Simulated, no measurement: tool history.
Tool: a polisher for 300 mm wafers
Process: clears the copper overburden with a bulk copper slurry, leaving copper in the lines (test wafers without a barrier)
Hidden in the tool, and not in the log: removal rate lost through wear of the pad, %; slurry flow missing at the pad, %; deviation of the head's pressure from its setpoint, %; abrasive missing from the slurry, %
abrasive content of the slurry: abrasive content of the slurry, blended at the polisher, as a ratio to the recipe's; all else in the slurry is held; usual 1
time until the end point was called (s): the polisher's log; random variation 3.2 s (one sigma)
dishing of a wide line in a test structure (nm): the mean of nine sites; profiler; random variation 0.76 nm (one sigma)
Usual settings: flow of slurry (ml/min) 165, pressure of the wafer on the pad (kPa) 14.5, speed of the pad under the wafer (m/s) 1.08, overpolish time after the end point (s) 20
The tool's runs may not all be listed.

run	hour	flow of slurry (ml/min)	pressure of the wafer on the pad (kPa)	speed of the pad under the wafer (m/s)	abrasive content of the slurry	overpolish time after the end point (s)	wafers since the last listed run	wafers polished on this pad	hours since the slurry nozzle was cleaned	hours since the head pressure was calibrated	hours since the slurry blender was calibrated	incoming thickness of the incoming film, nm	time until the end point was called (s)	dishing of a wide line in a test structure (nm)
1	0	165	14.5	1.08	1	13	0	43	14.8	967.6	458.3	1200.5	185	55.6
# hour 9.5: slurry blender recalibrated
2	46.7	165	14.5	1.08	1	13	359	402	61.5	1014.3	37.2	1196.8	185.1	56
# hour 87.4: head pressure recalibrated
3	106.8	165	14.5	1.08	1	20	466	869	121.6	19.4	97.3	1201.1	189.9	76
4	168.6	165	14.5	1.08	1	20	496	1365	183.4	81.2	159.1	1195.8	184.5	75.7
5	291.7	165	14.5	1.08	1	20	989	2355	306.5	204.3	282.2	1189.6	186.3	75.4
6	351.7	165	14.5	1.08	1	20	482	2837	366.5	264.3	342.2	1195.1	192.5	75.3
7	456.2	165	14.5	1.08	1	20	839	3677	471	368.8	446.7	1185.3	186.5	74.7
# hour 471.4: worn pad replaced by a new one
# hour 474.8: slurry blender recalibrated
# hour 485.2: slurry nozzle cleaned
8	543.4	165	14.5	1.08	1	20	644	554	58.2	456	68.6	1182.2	190.6	74.2
9	596.1	165	14.5	1.08	1	20	423	978	110.9	508.7	121.3	1161.8	185.1	73.7
10	640.8	165	14.5	1.08	1	20	359	1337	155.6	553.4	166	1203.1	188.2	75.4
11	739.5	165	14.5	1.08	1	20	793	2130	254.3	652.1	264.7	1195.5	185.1	74.8
12	829.4	215	14.5	1.08	1.1	20	722	2853	344.2	742	354.6	1181.6	173	77.9
13	912.7	205	14.5	0.74	1	10	669	3522	427.5	825.3	437.9	1166.9	256.6	33.9
# hour 967.9: worn pad replaced by a new one
14	995.4	165	14.5	1.08	0.8	20	632	221	510.2	908	520.6	1198	198.4	72.2
# hour 1002.5: slurry blender recalibrated
# hour 1041.1: slurry nozzle cleaned
15	1065.7	165	14.5	0.7	1	20	540	761	24.6	978.3	63.2	1184.4	287	55.9
16	1135.7	195	18.6	0.78	1	20	562	1324	94.6	1048.3	133.2	1181.8	192.8	75.6
17	1177.5	125	14.5	1.08	1	20	335	1660	136.4	1090.1	175	1187.5	192.7	73.2
18	1218.7	165	14.5	1.08	1	20	331	1991	177.6	1131.3	216.2	1189.9	183.9	75
19	1275.3	200	11.7	0.7	1	31	454	2446	234.2	1187.9	272.8	1188.7	349	64.6
# hour 1360.8: head pressure recalibrated
20	1380.7	165	17.9	0.94	1	30	830	3277	339.6	19.9	378.2	1180.1	167.4	102.6
# hour 1419.6: worn pad replaced by a new one
# hour 1478.4: slurry blender recalibrated
21	1485.8	205	9.7	1.26	1	20	796	516	444.7	125	7.4	1189.7	225.8	61.6
# hour 1541.4: slurry nozzle cleaned
22	1564.9	215	14.5	1.08	1.2	28	627	1143	23.5	204.1	86.5	1195.9	171.3	95.7
23	1660.9	165	17.9	1.34	0.9	23	771	1915	119.5	300.1	182.5	1182.2	123.8	106
24	1746.1	210	12.4	1.08	1	23	684	2599	204.7	385.3	267.7	1203.6	215	74.3

Run 25 comes next. What will it give?
# hour 1882.6: worn pad replaced by a new one
25	1935.6	215	14.5	1.3	1.2	31	1490	426	394.2	574.8	457.2	1201.7	?	?

{"run 25": {"time until the end point was called (s)": 144.9, "dishing of a wide line in a test structure (nm)": 109.6}}
Without the tool's hidden state the same run would have given time until the end point was called (s) 144.9, dishing of a wide line in a test structure (nm) 109.6.
